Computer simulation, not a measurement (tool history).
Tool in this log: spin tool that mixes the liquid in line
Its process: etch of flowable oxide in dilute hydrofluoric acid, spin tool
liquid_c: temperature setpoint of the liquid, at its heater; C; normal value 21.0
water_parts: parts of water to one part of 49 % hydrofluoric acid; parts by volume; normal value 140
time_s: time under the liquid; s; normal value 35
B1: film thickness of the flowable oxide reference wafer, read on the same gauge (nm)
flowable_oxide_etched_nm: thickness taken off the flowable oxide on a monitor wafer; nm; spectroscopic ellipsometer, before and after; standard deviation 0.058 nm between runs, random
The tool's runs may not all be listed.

Run 1, hour 0.0: usual settings but liquid_c 22.5 C; B1 40.03. Result: flowable_oxide_etched_nm 8.43 nm.
Run 2, hour 31.2: usual settings; B1 39.96. Result: flowable_oxide_etched_nm 7.83 nm.
Run 3, hour 197.0: usual settings; B1 39.97. Result: flowable_oxide_etched_nm 7.97 nm.
Run 4, hour 346.7: usual settings; B1 40.01. Result: flowable_oxide_etched_nm 8.10 nm.
Run 5, hour 397.4: usual settings; B1 40.00. Result: flowable_oxide_etched_nm 7.95 nm.
Run 6, hour 451.1: usual settings but water_parts 175 parts by volume; B1 39.98. Result: flowable_oxide_etched_nm 6.16 nm.
Run 7, hour 500.9: usual settings; B1 40.02. Result: flowable_oxide_etched_nm 8.08 nm.
Run 8, hour 566.8: usual settings; B1 39.98. Result: flowable_oxide_etched_nm 8.05 nm.
Run 9, hour 626.7: usual settings; B1 39.97. Result: flowable_oxide_etched_nm 7.97 nm.
Run 10, hour 694.1: usual settings but water_parts 185 parts by volume, time_s 40 s; B1 39.99. Result: flowable_oxide_etched_nm 6.70 nm.
Run 11, hour 731.1: usual settings but water_parts 90 parts by volume; B1 40.04. Result: flowable_oxide_etched_nm 13.09 nm.
Run 12, hour 797.5: usual settings but liquid_c 25.0 C, water_parts 170 parts by volume, time_s 25 s; B1 39.99. Result: flowable_oxide_etched_nm 5.31 nm.
Run 13, hour 823.9: usual settings but time_s 45 s; B1 40.00. Result: flowable_oxide_etched_nm 10.38 nm.
Run 14, hour 851.2: usual settings but time_s 15 s; B1 39.97. Result: flowable_oxide_etched_nm 3.43 nm.
Run 15, hour 913.1: usual settings but water_parts 205 parts by volume, time_s 20 s; B1 40.02. Result: flowable_oxide_etched_nm 2.91 nm.
Run 16, hour 953.6: usual settings but liquid_c 17.5 C, time_s 25 s; B1 40.02. Result: flowable_oxide_etched_nm 4.99 nm.
Run 17, hour 990.6: usual settings but water_parts 85 parts by volume, time_s 45 s; B1 40.01. Result: flowable_oxide_etched_nm 17.97 nm.
Run 18, hour 1024.3: usual settings but liquid_c 17.0 C, water_parts 210 parts by volume; B1 40.00. Result: flowable_oxide_etched_nm 4.24 nm.
Run 19, hour 1098.0: usual settings; B1 40.00. Result: flowable_oxide_etched_nm 8.11 nm.
Run 20, hour 1153.3: usual settings but liquid_c 25.0 C, time_s 40 s; B1 39.99. Result: flowable_oxide_etched_nm 10.88 nm.
Run 21, hour 1181.2: usual settings but liquid_c 17.5 C, time_s 50 s; B1 39.97. Result: flowable_oxide_etched_nm 10.04 nm.
Run 22, hour 1225.2: usual settings; B1 39.99. Result: flowable_oxide_etched_nm 7.79 nm.
Run 23, hour 1286.7: usual settings but water_parts 160 parts by volume; B1 39.97. Result: flowable_oxide_etched_nm 6.55 nm.
Run 24, hour 1350.0: usual settings but liquid_c 23.5 C; B1 40.02. Result: flowable_oxide_etched_nm 8.52 nm.
Run 25, hour 1395.4: usual settings but liquid_c 22.5 C, water_parts 100 parts by volume; B1 39.98. Result: flowable_oxide_etched_nm 12.06 nm.
Run 26, hour 1462.2: usual settings; B1 39.97. Result: flowable_oxide_etched_nm 7.89 nm.
Run 27, hour 1503.2: usual settings but liquid_c 24.5 C, time_s 45 s; B1 40.01. Result: flowable_oxide_etched_nm 11.48 nm.
Run 28, hour 1708.7: usual settings; B1 39.99. Result: flowable_oxide_etched_nm 7.85 nm.
Run 29, hour 1771.4: usual settings but liquid_c 18.5 C, water_parts 200 parts by volume, time_s 40 s; B1 39.99. Result: flowable_oxide_etched_nm 5.34 nm.
Run 30, hour 1806.0: usual settings but liquid_c 17.0 C, water_parts 80 parts by volume, time_s 20 s; B1 39.99. Result: flowable_oxide_etched_nm 7.00 nm.
Run 31, hour 1859.2: usual settings but water_parts 120 parts by volume; B1 40.01. Result: flowable_oxide_etched_nm 9.32 nm.
Run 32, hour 1907.2: usual settings but water_parts 165 parts by volume, time_s 20 s; B1 40.06. Result: flowable_oxide_etched_nm 3.67 nm.
Run 33, hour 1963.6: usual settings; B1 40.00. Result: flowable_oxide_etched_nm 7.81 nm.

Missing from the log above: 3 entries noted between runs. For each, name the pair of listed runs it sits between and say how the tool's hidden condition differs from the listed run just before to the listed run just after:
Run 3 -> run 4: hydrofluoric acid flow meter replaced (hour 223.9)
  liquid hotter than its thermometer reads (K): 0.735 -> 0.791
  what was measured, less what the result would be without the hidden state, flowable_oxide_etched_nm: +0.23 -> +0.25 nm
Run 10 -> run 11: gauge calibrated (hour 728.1)
  liquid hotter than its thermometer reads (K): 0.921 -> 0.935
  what was measured, less what the result would be without the hidden state, flowable_oxide_etched_nm: +0.24 -> +0.49 nm
Run 21 -> run 22: thermometer replaced (hour 1195.6)
  liquid hotter than its thermometer reads (K): 1.1 -> 0.0122
  what was measured, less what the result would be without the hidden state, flowable_oxide_etched_nm: +0.44 -> +0.00 nm

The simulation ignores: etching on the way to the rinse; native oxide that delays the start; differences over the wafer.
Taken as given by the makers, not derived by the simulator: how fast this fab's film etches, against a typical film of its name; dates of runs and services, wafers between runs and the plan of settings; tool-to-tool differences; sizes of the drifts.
